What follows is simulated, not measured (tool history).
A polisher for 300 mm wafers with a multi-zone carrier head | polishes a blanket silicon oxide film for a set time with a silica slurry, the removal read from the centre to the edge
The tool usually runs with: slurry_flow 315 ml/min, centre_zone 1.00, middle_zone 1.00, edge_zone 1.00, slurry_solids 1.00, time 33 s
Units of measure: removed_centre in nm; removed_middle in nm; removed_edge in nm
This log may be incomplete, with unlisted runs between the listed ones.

run   hour  slurry_flow  centre_zone  middle_zone  edge_zone  slurry_solids  time  incoming thickness of the incoming film, nm  removed_centre  removed_middle  removed_edge
  1    0.0          315         1.03         1.00       1.00           0.90    33                                        949.9           121.7           130.5         127.8
  2    7.4          315         1.00         1.00       1.00           1.00    33                                        956.4           127.5           143.1         138.2
  3   18.0          315         1.00         1.00       1.00           1.00    33                                        963.3           128.8           141.6         137.8
  4   32.7          315         1.00         1.00       1.00           1.00    33                                        937.6           128.3           143.5         138.9
  5   45.9          315         1.00         1.00       1.07           1.00    33                                        932.5           126.8           145.4         142.0
      54.7  -- worn pad replaced by a new one
  6   87.1          315         1.00         0.94       1.00           1.00    33                                        938.5           126.7           137.8         136.6
      97.5  -- edge zone pressure recalibrated
  7  103.1          315         1.00         0.95       1.00           1.00    33                                        951.7           124.2           139.6         138.4
     110.7  -- carrier head's membrane replaced by a new one
  8  111.4          360         1.00         0.90       1.10           1.00    33                                        961.6           126.3           136.1         145.4
  9  117.9          315         1.00         1.00       1.00           1.00    33                                        954.5           124.5           142.6         135.6
     134.5  -- centre zone pressure recalibrated
     146.9  -- worn pad replaced by a new one
 10  171.8          315         1.00         1.00       1.00           1.00    33                                        962.0           117.0           142.4         137.5
     182.7  -- slurry nozzle cleaned
     189.2  -- centre zone pressure recalibrated, repeated, since the last time left the tool worse
 11  189.6          360         1.00         1.00       1.00           1.00    33                                        967.2           138.0           143.2         143.8
 12  201.4          315         0.89         1.00       1.00           1.00    33                                        963.1           121.2           143.5         140.2
 13  208.2          315         1.03         0.89       1.00           1.00    33                                        954.0           142.9           133.6         136.5
     217.0  -- worn pad replaced by a new one
 14  217.5          315         1.00         1.00       1.00           1.25    33                                        957.5           159.2           167.4         157.5
 15  229.9          370         1.00         1.00       1.04           1.00    33                                        944.6           137.8           144.1         145.2

5 ways to go on from here, each from the tool as it stands after run 15. What would each give?
  A  230.3          315         1.00         1.00       1.00           1.00    33                                        943.1               ?               ?             ?
  B  230.3          315         0.95         0.91       1.00           1.00    33                                        943.1               ?               ?             ?
  C  230.3          250         1.00         1.03       1.00           1.00    23                                        943.1               ?               ?             ?
  D  230.3          275         1.00         1.00       1.00           1.00    33                                        943.1               ?               ?             ?
  E  230.3          315         1.12         1.00       1.00           1.00    33                                        943.1               ?               ?             ?

run  removed_centre  removed_middle  removed_edge
  A           136.2           142.5         138.8
  B           129.2           134.8         138.9
  C            92.1            98.4          94.7
  D           133.9           140.4         137.2
  E           152.7           142.4         138.8
Without the tool's unlogged condition, the same runs would have read:
run  removed_centre  removed_middle  removed_edge
  A           137.8           142.5         138.8
  B           130.8           134.8         138.9
  C            93.2            98.4          94.7
  D           135.5           140.4         137.2
  E           154.5           142.4         138.8
